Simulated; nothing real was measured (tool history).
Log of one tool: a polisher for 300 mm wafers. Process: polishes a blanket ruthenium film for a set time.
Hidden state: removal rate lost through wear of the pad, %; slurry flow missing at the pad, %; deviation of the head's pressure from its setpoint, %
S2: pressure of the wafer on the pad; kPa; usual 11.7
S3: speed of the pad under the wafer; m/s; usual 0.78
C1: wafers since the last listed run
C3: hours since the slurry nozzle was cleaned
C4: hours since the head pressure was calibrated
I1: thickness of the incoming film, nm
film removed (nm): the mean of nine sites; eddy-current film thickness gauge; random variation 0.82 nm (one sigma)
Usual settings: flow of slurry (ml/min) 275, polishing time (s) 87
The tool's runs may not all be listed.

{"run": 1, "hour": 0.0, "flow of slurry (ml/min)": 275, "S2": 11.7, "S3": 0.56, "polishing time (s)": 101, "C1": 0, "wafers polished on this pad": 1839, "C3": 406.7, "C4": 634.8, "I1": 515.7, "film removed (nm)": 50.3}
{"run": 2, "hour": 42.0, "flow of slurry (ml/min)": 275, "S2": 11.7, "S3": 0.56, "polishing time (s)": 101, "C1": 495, "wafers polished on this pad": 2335, "C3": 448.7, "C4": 676.8, "I1": 523.6, "film removed (nm)": 49.8}
{"hour": 83.9, "done": "head pressure recalibrated"}
{"run": 3, "hour": 110.7, "flow of slurry (ml/min)": 275, "S2": 11.7, "S3": 0.94, "polishing time (s)": 87, "C1": 786, "wafers polished on this pad": 3121, "C3": 517.4, "C4": 26.8, "I1": 511.5, "film removed (nm)": 71.9}
{"run": 4, "hour": 167.7, "flow of slurry (ml/min)": 275, "S2": 11.7, "S3": 0.78, "polishing time (s)": 87, "C1": 672, "wafers polished on this pad": 3793, "C3": 574.4, "C4": 83.8, "I1": 513.6, "film removed (nm)": 60.5}
{"hour": 230.1, "done": "worn pad replaced by a new one"}
{"run": 5, "hour": 230.6, "flow of slurry (ml/min)": 275, "S2": 11.7, "S3": 0.78, "polishing time (s)": 87, "C1": 694, "wafers polished on this pad": 5, "C3": 637.3, "C4": 146.7, "I1": 514.8, "film removed (nm)": 59.8}
{"hour": 328.9, "done": "slurry nozzle cleaned"}
{"run": 6, "hour": 334.9, "flow of slurry (ml/min)": 275, "S2": 11.7, "S3": 0.78, "polishing time (s)": 87, "C1": 1217, "wafers polished on this pad": 1223, "C3": 6, "C4": 251, "I1": 531.4, "film removed (nm)": 58.2}
{"run": 7, "hour": 413.9, "flow of slurry (ml/min)": 275, "S2": 11.7, "S3": 0.64, "polishing time (s)": 87, "C1": 931, "wafers polished on this pad": 2154, "C3": 85, "C4": 330, "I1": 513.5, "film removed (nm)": 49.3}
{"run": 8, "hour": 462.9, "flow of slurry (ml/min)": 275, "S2": 11.7, "S3": 0.64, "polishing time (s)": 87, "C1": 577, "wafers polished on this pad": 2732, "C3": 134, "C4": 379, "I1": 525.7, "film removed (nm)": 48.6}
{"run": 9, "hour": 547.2, "flow of slurry (ml/min)": 275, "S2": 11.7, "S3": 0.78, "polishing time (s)": 87, "C1": 993, "wafers polished on this pad": 3726, "C3": 218.3, "C4": 463.3, "I1": 512.2, "film removed (nm)": 60}
{"hour": 558.5, "done": "worn pad replaced by a new one"}
{"run": 10, "hour": 609.4, "flow of slurry (ml/min)": 275, "S2": 11.7, "S3": 0.98, "polishing time (s)": 87, "C1": 686, "wafers polished on this pad": 599, "C3": 280.5, "C4": 525.5, "I1": 529.5, "film removed (nm)": 74.5}
{"run": 11, "hour": 677.3, "flow of slurry (ml/min)": 275, "S2": 11.7, "S3": 0.78, "polishing time (s)": 87, "C1": 800, "wafers polished on this pad": 1400, "C3": 348.4, "C4": 593.4, "I1": 522.6, "film removed (nm)": 58.8}
{"run": 12, "hour": 730.3, "flow of slurry (ml/min)": 275, "S2": 11.7, "S3": 0.78, "polishing time (s)": 87, "C1": 624, "wafers polished on this pad": 2025, "C3": 401.4, "C4": 646.4, "I1": 524.2, "film removed (nm)": 60.4}

Run 13 comes next. What will it give?
{"run": 13, "hour": 808.4, "flow of slurry (ml/min)": 275, "S2": 11.7, "S3": 0.94, "polishing time (s)": 87, "C1": 920, "wafers polished on this pad": 2945, "C3": 479.5, "C4": 724.5, "I1": 522.7, "film removed (nm)": "?"}

Run 13 gave film removed (nm) 71.3.
Without the tool's hidden state the same run would have given film removed (nm) 71.3.

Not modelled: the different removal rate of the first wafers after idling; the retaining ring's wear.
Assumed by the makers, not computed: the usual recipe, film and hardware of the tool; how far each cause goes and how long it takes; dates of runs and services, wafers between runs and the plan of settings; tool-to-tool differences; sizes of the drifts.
